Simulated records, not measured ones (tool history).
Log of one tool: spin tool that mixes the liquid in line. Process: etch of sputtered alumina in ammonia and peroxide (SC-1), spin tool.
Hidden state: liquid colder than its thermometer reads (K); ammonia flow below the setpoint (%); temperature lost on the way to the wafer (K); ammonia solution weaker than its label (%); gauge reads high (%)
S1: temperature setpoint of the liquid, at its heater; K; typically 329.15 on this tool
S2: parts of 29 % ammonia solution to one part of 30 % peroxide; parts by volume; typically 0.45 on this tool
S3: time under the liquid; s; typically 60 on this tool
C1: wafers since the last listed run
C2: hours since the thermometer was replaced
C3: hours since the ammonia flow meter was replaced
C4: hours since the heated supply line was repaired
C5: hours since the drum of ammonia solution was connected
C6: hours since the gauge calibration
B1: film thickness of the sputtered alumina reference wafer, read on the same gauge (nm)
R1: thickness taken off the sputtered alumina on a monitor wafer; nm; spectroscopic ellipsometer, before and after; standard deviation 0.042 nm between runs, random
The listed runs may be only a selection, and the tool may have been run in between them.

{"run": 1, "hour": 0.0, "S1": 329.15, "S2": 0.6, "S3": 60, "C1": 0, "C2": 471.7, "C3": 881.0, "C4": 1351.0, "C5": 142.8, "C6": 413.9, "B1": 59.99, "R1": 4.98}
{"run": 2, "hour": 69.2, "S1": 329.15, "S2": 0.6, "S3": 60, "C1": 751, "C2": 540.9, "C3": 950.2, "C4": 1420.2, "C5": 212.0, "C6": 483.1, "B1": 59.99, "R1": 4.9}
{"run": 3, "hour": 104.6, "S1": 329.15, "S2": 0.5, "S3": 60, "C1": 384, "C2": 576.3, "C3": 985.6, "C4": 1455.6, "C5": 247.4, "C6": 518.5, "B1": 60.0, "R1": 4.8}
{"hour": 121.8, "done": "thermometer replaced"}
{"run": 4, "hour": 158.3, "S1": 329.15, "S2": 0.5, "S3": 60, "C1": 572, "C2": 36.5, "C3": 1039.3, "C4": 1509.3, "C5": 301.1, "C6": 572.2, "B1": 60.0, "R1": 5.05}
{"hour": 197.7, "done": "new drum of ammonia solution connected"}
{"run": 5, "hour": 230.3, "S1": 329.15, "S2": 0.45, "S3": 60, "C1": 771, "C2": 108.5, "C3": 1111.3, "C4": 1581.3, "C5": 32.6, "C6": 644.2, "B1": 60.0, "R1": 4.94}
{"run": 6, "hour": 276.4, "S1": 322.65, "S2": 0.45, "S3": 60, "C1": 500, "C2": 154.6, "C3": 1157.4, "C4": 1627.4, "C5": 78.7, "C6": 690.3, "B1": 60.0, "R1": 3.41}
{"run": 7, "hour": 343.6, "S1": 329.15, "S2": 0.45, "S3": 60, "C1": 729, "C2": 221.8, "C3": 1224.6, "C4": 1694.6, "C5": 145.9, "C6": 757.5, "B1": 60.0, "R1": 4.8}
{"run": 8, "hour": 388.3, "S1": 329.15, "S2": 0.45, "S3": 60, "C1": 485, "C2": 266.5, "C3": 1269.3, "C4": 1739.3, "C5": 190.6, "C6": 802.2, "B1": 60.0, "R1": 4.75}
{"hour": 433.3, "done": "ammonia flow meter replaced"}
{"run": 9, "hour": 458.6, "S1": 329.15, "S2": 0.45, "S3": 60, "C1": 752, "C2": 336.8, "C3": 25.3, "C4": 1809.6, "C5": 260.9, "C6": 872.5, "B1": 59.98, "R1": 4.66}
{"hour": 502.4, "done": "new drum of ammonia solution connected"}
{"hour": 505.1, "done": "heated supply line repaired"}
{"hour": 521.0, "done": "gauge calibrated"}
{"run": 10, "hour": 527.9, "S1": 323.65, "S2": 0.45, "S3": 60, "C1": 730, "C2": 406.1, "C3": 94.6, "C4": 22.8, "C5": 25.5, "C6": 6.9, "B1": 59.98, "R1": 3.95}
{"run": 11, "hour": 573.9, "S1": 329.15, "S2": 0.6, "S3": 60, "C1": 499, "C2": 452.1, "C3": 140.6, "C4": 68.8, "C5": 71.5, "C6": 52.9, "B1": 59.99, "R1": 5.42}
{"run": 12, "hour": 606.8, "S1": 329.15, "S2": 0.45, "S3": 60, "C1": 357, "C2": 485.0, "C3": 173.5, "C4": 101.7, "C5": 104.4, "C6": 85.8, "B1": 59.99, "R1": 5.25}
{"run": 13, "hour": 646.7, "S1": 334.15, "S2": 0.35, "S3": 60, "C1": 433, "C2": 524.9, "C3": 213.4, "C4": 141.6, "C5": 144.3, "C6": 125.7, "B1": 59.98, "R1": 6.68}
{"run": 14, "hour": 711.8, "S1": 324.65, "S2": 0.45, "S3": 60, "C1": 707, "C2": 590.0, "C3": 278.5, "C4": 206.7, "C5": 209.4, "C6": 190.8, "B1": 59.98, "R1": 4.04}
{"hour": 730.9, "done": "thermometer replaced"}
{"run": 15, "hour": 781.9, "S1": 335.15, "S2": 0.5, "S3": 30, "C1": 750, "C2": 51.0, "C3": 348.6, "C4": 276.8, "C5": 279.5, "C6": 260.9, "B1": 60.01, "R1": 3.93}
{"run": 16, "hour": 818.8, "S1": 332.65, "S2": 0.25, "S3": 60, "C1": 400, "C2": 87.9, "C3": 385.5, "C4": 313.7, "C5": 316.4, "C6": 297.8, "B1": 59.99, "R1": 6.34}
{"run": 17, "hour": 843.0, "S1": 338.65, "S2": 0.45, "S3": 75, "C1": 262, "C2": 112.1, "C3": 409.7, "C4": 337.9, "C5": 340.6, "C6": 322.0, "B1": 59.97, "R1": 11.2}
{"hour": 864.6, "done": "new drum of ammonia solution connected"}
{"run": 18, "hour": 908.7, "S1": 329.15, "S2": 0.55, "S3": 60, "C1": 702, "C2": 177.8, "C3": 475.4, "C4": 403.6, "C5": 44.1, "C6": 387.7, "B1": 60.01, "R1": 5.56}
{"run": 19, "hour": 977.3, "S1": 329.15, "S2": 0.45, "S3": 60, "C1": 745, "C2": 246.4, "C3": 544.0, "C4": 472.2, "C5": 112.7, "C6": 456.3, "B1": 60.0, "R1": 5.49}

For each run, the measured value with the value that run would have given without the tool's hidden condition subtracted. The run-to-run variation is shared by both, the gauge scatter possibly not:
run=1 R1=-1.00
run=2 R1=-1.08
run=3 R1=-1.10
run=4 R1=-0.81
run=5 R1=-0.88
run=6 R1=-0.68
run=7 R1=-0.99
run=8 R1=-1.04
run=9 R1=-1.11
run=10 R1=-0.36
run=11 R1=-0.52
run=12 R1=-0.54
run=13 R1=-0.73
run=14 R1=-0.54
run=15 R1=-0.12
run=16 R1=-0.25
run=17 R1=-0.50
run=18 R1=-0.34
run=19 R1=-0.42
